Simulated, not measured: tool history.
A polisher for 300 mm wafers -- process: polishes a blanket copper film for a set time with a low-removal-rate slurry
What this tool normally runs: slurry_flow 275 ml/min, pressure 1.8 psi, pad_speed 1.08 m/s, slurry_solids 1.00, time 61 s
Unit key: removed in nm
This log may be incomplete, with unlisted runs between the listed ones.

run     day  slurry_flow  pressure  pad_speed  slurry_solids  time  incoming thickness of the incoming film, nm  removed
  1   0.000          275       1.8       1.08           1.00    61                                       1225.2    106.9
      0.238  -- worn pad replaced by a new one
  2   3.967          275       1.8       1.08           1.00    61                                       1234.7    114.2
      4.675  -- slurry nozzle cleaned
  3   8.462          275       1.8       1.08           1.00    61                                       1232.3    110.9
      8.638  -- slurry blender recalibrated
  4   9.967          275       2.1       1.08           1.00    61                                       1206.8    124.4
     10.983  -- worn pad replaced by a new one
  5  12.575          275       1.8       1.08           1.00    61                                       1216.5    116.8
  6  14.429          275       1.8       1.08           1.00    61                                       1219.5    114.5
  7  17.425          275       1.8       1.08           1.00    61                                       1201.0    111.6
  8  19.650          275       1.8       1.08           1.00    61                                       1221.7    110.6
     22.600  -- worn pad replaced by a new one
     23.375  -- slurry blender recalibrated
     23.517  -- head pressure recalibrated
  9  23.529          275       1.8       1.08           1.00    61                                       1223.2    113.5
 10  27.675          275       1.8       1.08           1.00    61                                       1222.8    110.3
 11  30.842          275       1.8       1.08           1.00    61                                       1232.0    111.0
 12  32.904          275       1.8       1.08           1.00    61                                       1222.2    107.5
     33.567  -- worn pad replaced by a new one, of another model than before
 13  35.604          365       2.3       1.08           1.00    61                                       1217.9    131.3
 14  37.567          275       1.8       1.08           1.00    61                                       1228.3    113.9
     37.825  -- slurry nozzle cleaned
     38.838  -- slurry blender recalibrated
 15  39.304          355       1.3       1.08           1.25    50                                       1217.9     85.2
 16  41.758          275       2.3       1.08           1.30    70                                       1236.6    148.3
 17  45.804          365       2.3       1.08           1.00    61                                       1228.2    121.5
     46.671  -- worn pad replaced by a new one
 18  48.725          275       1.8       1.08           1.00    61                                       1222.1    116.4
 19  52.650          310       1.8       1.08           1.00    61                                       1199.9    114.3
 20  54.300          275       1.4       1.08           1.10    47                                       1212.8     78.7
 21  56.592          275       1.3       1.08           1.00    68                                       1221.7    108.1

Forecast run 22:
     56.812  -- slurry blender recalibrated
     57.525  -- worn pad replaced by a new one
 22  60.862          275       1.3       1.08           1.00    61                                       1216.1        ?

{"run 22": {"removed": 101.3}}
Minus the tool's unlogged condition, the same run would have read removed 104.2 nm.
